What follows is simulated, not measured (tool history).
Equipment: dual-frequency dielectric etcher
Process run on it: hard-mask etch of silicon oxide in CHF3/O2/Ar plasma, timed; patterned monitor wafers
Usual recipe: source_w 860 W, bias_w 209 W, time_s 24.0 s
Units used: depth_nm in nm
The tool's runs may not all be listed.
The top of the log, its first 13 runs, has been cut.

| run | hour | source_w | bias_w | time_s | read-back reference wafer on the same gauge, depth_nm | depth_nm |
|---|---|---|---|---|---|---|
| 14 | 1018.3 | 860 | 209 | 24.0 | 56.7 | 57.9 |
|  | 1062.2 | upper electrode replaced |
|  | 1065.3 | gauge calibrated |
| 15 | 1098.3 | 860 | 209 | 20.5 | 56.7 | 49.0 |
|  | 1222.1 | source power generator calibrated |
|  | 1250.1 | bias power generator calibrated |
|  | 1296.6 | wet clean of the chamber |
| 16 | 1297.1 | 860 | 209 | 18.5 | 56.6 | 44.0 |
| 17 | 1387.0 | 1020 | 251 | 24.0 | 56.6 | 65.2 |
| 18 | 1551.7 | 770 | 231 | 27.5 | 56.7 | 64.0 |
| 19 | 1613.7 | 860 | 209 | 24.0 | 56.7 | 57.4 |
| 20 | 1658.7 | 860 | 209 | 24.0 | 56.7 | 57.1 |
|  | 1710.7 | wet clean of the chamber |
| 21 | 1711.2 | 1000 | 161 | 20.5 | 56.6 | 49.4 |
| 22 | 1739.8 | 860 | 181 | 24.0 | 56.7 | 55.2 |
| 23 | 1804.8 | 860 | 209 | 24.0 | 56.7 | 57.6 |
| 24 | 1888.9 | 640 | 177 | 27.0 | 56.6 | 53.9 |
| 25 | 1956.6 | 700 | 179 | 29.0 | 56.7 | 61.0 |
| 26 | 2049.8 | 750 | 226 | 28.5 | 56.7 | 65.5 |
|  | 2118.3 | wet clean of the chamber |
| 27 | 2150.6 | 1060 | 176 | 17.5 | 56.6 | 44.4 |

The next listed run, before its measurement:
| 28 | 2238.4 | 990 | 248 | 28.0 | ? | ? |

Run 28 yielded read-back reference wafer on the same gauge, depth_nm 56.7, depth_nm 74.0 nm.
If the tool had no hidden condition, the same run with the same run-to-run variation would have returned depth_nm 74.0 nm.

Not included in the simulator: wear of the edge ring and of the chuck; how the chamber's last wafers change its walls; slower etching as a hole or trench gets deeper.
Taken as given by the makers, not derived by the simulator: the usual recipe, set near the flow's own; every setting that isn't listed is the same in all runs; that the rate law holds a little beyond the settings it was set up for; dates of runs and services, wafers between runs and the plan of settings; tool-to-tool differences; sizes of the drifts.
